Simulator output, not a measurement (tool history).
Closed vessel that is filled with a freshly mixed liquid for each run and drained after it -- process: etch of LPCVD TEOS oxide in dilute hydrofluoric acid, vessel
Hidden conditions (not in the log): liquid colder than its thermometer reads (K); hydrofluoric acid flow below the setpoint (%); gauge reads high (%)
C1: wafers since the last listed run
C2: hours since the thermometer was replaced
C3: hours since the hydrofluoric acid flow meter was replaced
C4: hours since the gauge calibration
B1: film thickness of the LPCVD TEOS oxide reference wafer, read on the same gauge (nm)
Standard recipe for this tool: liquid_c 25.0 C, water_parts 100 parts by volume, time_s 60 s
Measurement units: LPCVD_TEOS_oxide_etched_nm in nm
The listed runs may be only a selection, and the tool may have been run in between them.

{"run": 1, "hour": 0.0, "liquid_c": 25.0, "water_parts": 100, "time_s": 60, "C1": 0, "C2": 1431.1, "C3": 234.0, "C4": 238.9, "B1": 90.43, "LPCVD_TEOS_oxide_etched_nm": 14.66}
{"run": 2, "hour": 103.6, "liquid_c": 25.0, "water_parts": 100, "time_s": 60, "C1": 11931, "C2": 1534.7, "C3": 337.6, "C4": 342.5, "B1": 90.63, "LPCVD_TEOS_oxide_etched_nm": 14.81}
{"run": 3, "hour": 129.8, "liquid_c": 25.0, "water_parts": 100, "time_s": 60, "C1": 3017, "C2": 1560.9, "C3": 363.8, "C4": 368.7, "B1": 90.7, "LPCVD_TEOS_oxide_etched_nm": 14.85}
{"run": 4, "hour": 158.7, "liquid_c": 25.0, "water_parts": 130, "time_s": 35, "C1": 3328, "C2": 1589.8, "C3": 392.7, "C4": 397.6, "B1": 90.81, "LPCVD_TEOS_oxide_etched_nm": 6.46}
{"run": 5, "hour": 188.3, "liquid_c": 25.0, "water_parts": 130, "time_s": 35, "C1": 3408, "C2": 1619.4, "C3": 422.3, "C4": 427.2, "B1": 90.88, "LPCVD_TEOS_oxide_etched_nm": 6.41}
{"run": 6, "hour": 215.7, "liquid_c": 25.0, "water_parts": 130, "time_s": 35, "C1": 3155, "C2": 1646.8, "C3": 449.7, "C4": 454.6, "B1": 90.92, "LPCVD_TEOS_oxide_etched_nm": 6.4}
{"run": 7, "hour": 318.4, "liquid_c": 25.0, "water_parts": 100, "time_s": 60, "C1": 11827, "C2": 1749.5, "C3": 552.4, "C4": 557.3, "B1": 91.35, "LPCVD_TEOS_oxide_etched_nm": 14.84}
{"run": 8, "hour": 351.4, "liquid_c": 25.0, "water_parts": 100, "time_s": 60, "C1": 3800, "C2": 1782.5, "C3": 585.4, "C4": 590.3, "B1": 91.51, "LPCVD_TEOS_oxide_etched_nm": 14.89}
{"run": 9, "hour": 372.2, "liquid_c": 22.0, "water_parts": 100, "time_s": 60, "C1": 2395, "C2": 1803.3, "C3": 606.2, "C4": 611.1, "B1": 91.57, "LPCVD_TEOS_oxide_etched_nm": 13.35}
{"run": 10, "hour": 390.8, "liquid_c": 25.0, "water_parts": 100, "time_s": 60, "C1": 2142, "C2": 1821.9, "C3": 624.8, "C4": 629.7, "B1": 91.67, "LPCVD_TEOS_oxide_etched_nm": 15.08}
{"run": 11, "hour": 408.9, "liquid_c": 21.0, "water_parts": 65, "time_s": 60, "C1": 2084, "C2": 1840.0, "C3": 642.9, "C4": 647.8, "B1": 91.72, "LPCVD_TEOS_oxide_etched_nm": 20.62}
{"run": 12, "hour": 424.6, "liquid_c": 21.0, "water_parts": 65, "time_s": 60, "C1": 1808, "C2": 1855.7, "C3": 658.6, "C4": 663.5, "B1": 91.78, "LPCVD_TEOS_oxide_etched_nm": 20.53}
{"run": 13, "hour": 442.5, "liquid_c": 21.0, "water_parts": 65, "time_s": 60, "C1": 2061, "C2": 1873.6, "C3": 676.5, "C4": 681.4, "B1": 91.87, "LPCVD_TEOS_oxide_etched_nm": 20.63}
{"run": 14, "hour": 503.5, "liquid_c": 25.0, "water_parts": 100, "time_s": 60, "C1": 7025, "C2": 1934.6, "C3": 737.5, "C4": 742.4, "B1": 92.18, "LPCVD_TEOS_oxide_etched_nm": 15.2}
{"run": 15, "hour": 529.3, "liquid_c": 25.0, "water_parts": 100, "time_s": 60, "C1": 2971, "C2": 1960.4, "C3": 763.3, "C4": 768.2, "B1": 92.3, "LPCVD_TEOS_oxide_etched_nm": 15.2}
{"run": 16, "hour": 553.2, "liquid_c": 21.5, "water_parts": 140, "time_s": 35, "C1": 2752, "C2": 1984.3, "C3": 787.2, "C4": 792.1, "B1": 92.45, "LPCVD_TEOS_oxide_etched_nm": 5.24}
{"run": 17, "hour": 642.9, "liquid_c": 25.0, "water_parts": 100, "time_s": 60, "C1": 10330, "C2": 2074.0, "C3": 876.9, "C4": 881.8, "B1": 93.03, "LPCVD_TEOS_oxide_etched_nm": 15.05}
{"run": 18, "hour": 659.9, "liquid_c": 22.0, "water_parts": 100, "time_s": 45, "C1": 1957, "C2": 2091.0, "C3": 893.9, "C4": 898.8, "B1": 93.12, "LPCVD_TEOS_oxide_etched_nm": 10.1}
{"run": 19, "hour": 689.8, "liquid_c": 25.0, "water_parts": 125, "time_s": 75, "C1": 3443, "C2": 2120.9, "C3": 923.8, "C4": 928.7, "B1": 93.27, "LPCVD_TEOS_oxide_etched_nm": 14.61}
{"run": 20, "hour": 714.5, "liquid_c": 25.0, "water_parts": 100, "time_s": 60, "C1": 2844, "C2": 2145.6, "C3": 948.5, "C4": 953.4, "B1": 93.42, "LPCVD_TEOS_oxide_etched_nm": 15.21}
{"run": 21, "hour": 739.6, "liquid_c": 29.5, "water_parts": 145, "time_s": 45, "C1": 2890, "C2": 2170.7, "C3": 973.6, "C4": 978.5, "B1": 93.64, "LPCVD_TEOS_oxide_etched_nm": 8.78}
{"run": 22, "hour": 774.3, "liquid_c": 29.0, "water_parts": 60, "time_s": 70, "C1": 3996, "C2": 2205.4, "C3": 1008.3, "C4": 1013.2, "B1": 93.86, "LPCVD_TEOS_oxide_etched_nm": 36.84}
{"run": 23, "hour": 805.4, "liquid_c": 25.0, "water_parts": 100, "time_s": 60, "C1": 3581, "C2": 2236.5, "C3": 1039.4, "C4": 1044.3, "B1": 94.05, "LPCVD_TEOS_oxide_etched_nm": 15.33}
{"hour": 831.8, "done": "hydrofluoric acid flow meter replaced"}
{"hour": 842.9, "done": "gauge calibrated"}
{"hour": 843.4, "done": "thermometer replaced"}
{"run": 24, "hour": 891.7, "liquid_c": 29.5, "water_parts": 150, "time_s": 90, "C1": 9708, "C2": 48.3, "C3": 59.9, "C4": 48.8, "B1": 90.3, "LPCVD_TEOS_oxide_etched_nm": 16.46}
{"run": 25, "hour": 976.3, "liquid_c": 21.0, "water_parts": 100, "time_s": 60, "C1": 9742, "C2": 132.9, "C3": 144.5, "C4": 133.4, "B1": 90.33, "LPCVD_TEOS_oxide_etched_nm": 12.43}
{"run": 26, "hour": 991.7, "liquid_c": 25.0, "water_parts": 100, "time_s": 60, "C1": 1773, "C2": 148.3, "C3": 159.9, "C4": 148.8, "B1": 90.32, "LPCVD_TEOS_oxide_etched_nm": 14.71}
{"run": 27, "hour": 1076.4, "liquid_c": 21.0, "water_parts": 65, "time_s": 60, "C1": 9754, "C2": 233.0, "C3": 244.6, "C4": 233.5, "B1": 90.46, "LPCVD_TEOS_oxide_etched_nm": 20.12}
{"run": 28, "hour": 1104.5, "liquid_c": 25.0, "water_parts": 100, "time_s": 60, "C1": 3236, "C2": 261.1, "C3": 272.7, "C4": 261.6, "B1": 90.55, "LPCVD_TEOS_oxide_etched_nm": 14.75}
{"run": 29, "hour": 1130.9, "liquid_c": 30.0, "water_parts": 100, "time_s": 60, "C1": 3040, "C2": 287.5, "C3": 299.1, "C4": 288.0, "B1": 90.56, "LPCVD_TEOS_oxide_etched_nm": 17.95}
{"run": 30, "hour": 1160.4, "liquid_c": 25.0, "water_parts": 100, "time_s": 50, "C1": 3397, "C2": 317.0, "C3": 328.6, "C4": 317.5, "B1": 90.57, "LPCVD_TEOS_oxide_etched_nm": 12.31}
{"run": 31, "hour": 1172.6, "liquid_c": 25.0, "water_parts": 80, "time_s": 60, "C1": 1405, "C2": 329.2, "C3": 340.8, "C4": 329.7, "B1": 90.65, "LPCVD_TEOS_oxide_etched_nm": 19.13}
{"run": 32, "hour": 1185.2, "liquid_c": 25.0, "water_parts": 100, "time_s": 60, "C1": 1451, "C2": 341.8, "C3": 353.4, "C4": 342.3, "B1": 90.65, "LPCVD_TEOS_oxide_etched_nm": 14.81}
{"run": 33, "hour": 1206.6, "liquid_c": 23.5, "water_parts": 140, "time_s": 30, "C1": 2464, "C2": 363.2, "C3": 374.8, "C4": 363.7, "B1": 90.75, "LPCVD_TEOS_oxide_etched_nm": 4.75}

Hidden state, per run?
liquid colder than its thermometer reads (K): 0 at every run
hydrofluoric acid flow below the setpoint (%): 0 at every run
H1: gauge reads high (%)
run=1 H1=0.489
run=2 H1=0.725
run=3 H1=0.798
run=4 H1=0.885
run=5 H1=0.98
run=6 H1=1.07
run=7 H1=1.48
run=8 H1=1.63
run=9 H1=1.73
run=10 H1=1.82
run=11 H1=1.91
run=12 H1=1.99
run=13 H1=2.08
run=14 H1=2.42
run=15 H1=2.58
run=16 H1=2.72
run=17 H1=3.31
run=18 H1=3.43
run=19 H1=3.64
run=20 H1=3.83
run=21 H1=4.02
run=22 H1=4.29
run=23 H1=4.54
run=24 H1=0.292
run=25 H1=0.353
run=26 H1=0.37
run=27 H1=0.496
run=28 H1=0.551
run=29 H1=0.608
run=30 H1=0.678
run=31 H1=0.709
run=32 H1=0.742
run=33 H1=0.801
